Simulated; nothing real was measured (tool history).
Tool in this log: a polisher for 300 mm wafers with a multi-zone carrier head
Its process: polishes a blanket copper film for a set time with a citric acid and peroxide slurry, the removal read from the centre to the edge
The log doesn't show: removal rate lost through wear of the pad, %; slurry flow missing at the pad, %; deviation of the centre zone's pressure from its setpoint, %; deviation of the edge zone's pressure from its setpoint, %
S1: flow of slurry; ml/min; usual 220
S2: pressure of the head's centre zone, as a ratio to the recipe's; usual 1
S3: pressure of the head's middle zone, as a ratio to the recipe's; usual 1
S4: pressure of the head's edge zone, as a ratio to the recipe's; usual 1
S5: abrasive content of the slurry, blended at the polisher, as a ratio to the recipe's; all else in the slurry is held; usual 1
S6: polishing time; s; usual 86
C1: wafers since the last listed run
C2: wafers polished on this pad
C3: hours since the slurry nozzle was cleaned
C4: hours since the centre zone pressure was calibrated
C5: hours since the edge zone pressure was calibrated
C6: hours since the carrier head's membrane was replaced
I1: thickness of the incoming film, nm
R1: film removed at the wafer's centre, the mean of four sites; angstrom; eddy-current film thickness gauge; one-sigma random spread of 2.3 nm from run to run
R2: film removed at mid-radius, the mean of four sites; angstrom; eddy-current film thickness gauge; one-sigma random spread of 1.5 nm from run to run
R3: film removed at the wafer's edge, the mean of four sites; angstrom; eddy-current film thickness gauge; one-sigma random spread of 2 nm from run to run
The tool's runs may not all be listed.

run,hour,S1,S2,S3,S4,S5,S6,C1,C2,C3,C4,C5,C6,I1,R1,R2,R3
1,0,220,0.91,1,1,1,86,0,2263,289.8,115.5,159.2,1081.3,583,1516,1545,1587
2,64.7,220,0.91,1,1,1,86,542,2806,354.5,180.2,223.9,1146,594.3,1441,1478,1543
3,97.2,220,1,1,1,1,106,272,3079,387,212.7,256.4,1178.5,587.2,1951,1836,1907
4,144.1,150,1,0.91,1.09,1.2,86,393,3472,433.9,259.6,303.3,1225.4,582.9,1442,1277,1521
# hour 149.7: slurry nozzle cleaned
# hour 163: worn pad replaced by a new one
5,214.3,240,1,1,1,1,102,546,430,64.6,329.8,373.5,1295.6,580.5,2117,1977,2015
# hour 231.8: edge zone pressure recalibrated
6,261.9,220,1,1,1,1,86,382,812,112.2,377.4,30.1,1343.2,593.7,1749,1632,1681
7,300.5,220,1,1,1,1,86,323,1136,150.8,416,68.7,1381.8,587.6,1690,1608,1681
8,334.2,280,1.06,1,1,1,86,282,1419,184.5,449.7,102.4,1415.5,584.6,1898,1668,1713
9,392.3,220,1,1.06,0.96,1,86,487,1906,242.6,507.8,160.5,1473.6,600.9,1694,1687,1624
10,444.6,260,1,1.04,1.07,1,86,438,2345,294.9,560.1,212.8,1525.9,584.7,1648,1622,1648
# hour 499.5: centre zone pressure recalibrated
11,502.3,240,1,1,1,1,102,467,2812,352.6,2.8,270.5,1583.6,595.9,1897,1814,1844
# hour 513.3: worn pad replaced by a new one
# hour 517.6: slurry nozzle cleaned
12,547.4,220,1,1,1,1,86,336,277,29.8,47.9,315.6,1628.7,594.3,1791,1670,1717
# hour 588.1: carrier head's membrane replaced by a new one
13,597.4,220,1,1,1,1.1,86,377,655,79.8,97.9,365.6,9.3,596,1806,1705,1800
14,635.8,165,1,1,1,0.75,72,322,977,118.2,136.3,404,47.7,593.5,1290,1230,1269
# hour 638.8: edge zone pressure recalibrated
15,697.4,160,1,1.09,1,1.1,86,499,1477,179.8,197.9,58.6,109.3,597.7,1640,1688,1652
16,766.4,255,1,1,1,1,86,578,2056,248.8,266.9,127.6,178.3,588.8,1729,1610,1632
17,819.9,165,1,1,1,1,109,448,2505,302.3,320.4,181.1,231.8,592.9,1932,1839,1969
# hour 846.9: worn pad replaced by a new one
# hour 886.5: slurry nozzle cleaned
18,956.2,150,1,0.91,1.09,1.2,86,1101,908,69.7,456.7,317.4,368.1,581,1707,1469,1777
19,982.5,220,1.1,1.1,1,1.2,63,220,1129,96,483,343.7,394.4,588.8,1447,1354,1291
20,1039.1,220,1,1,1,1,86,474,1604,152.6,539.6,400.3,451,588.7,1711,1638,1699
# hour 1063: centre zone pressure recalibrated
# hour 1063.5: edge zone pressure recalibrated
21,1066,220,1.06,1,1.12,1,110,204,1808,179.5,3,2.5,477.9,590.2,2277,2033,2226
22,1114.6,245,1,1,1,1,60,407,2216,228.1,51.6,51.1,526.5,586.2,1161,1104,1147

What if the next run were any one of these 3? Each begins from the tool's condition after run 22:
A,1115.1,220,1,1,1,1,86,4,2220,228.6,52.1,51.6,527,590.5,?,?,?
B,1115.1,240,1,1,1,0.8,86,4,2220,228.6,52.1,51.6,527,590.5,?,?,?
C,1115.1,220,1,0.93,1,1,86,4,2220,228.6,52.1,51.6,527,590.5,?,?,?

run,R1,R2,R3
A,1667,1584,1603
B,1608,1526,1539
C,1666,1491,1604
Take away the tool's hidden state, keep each run's random variation, and the runs would have read:
run,R1,R2,R3
A,1783,1694,1714
B,1720,1632,1646
C,1782,1594,1715

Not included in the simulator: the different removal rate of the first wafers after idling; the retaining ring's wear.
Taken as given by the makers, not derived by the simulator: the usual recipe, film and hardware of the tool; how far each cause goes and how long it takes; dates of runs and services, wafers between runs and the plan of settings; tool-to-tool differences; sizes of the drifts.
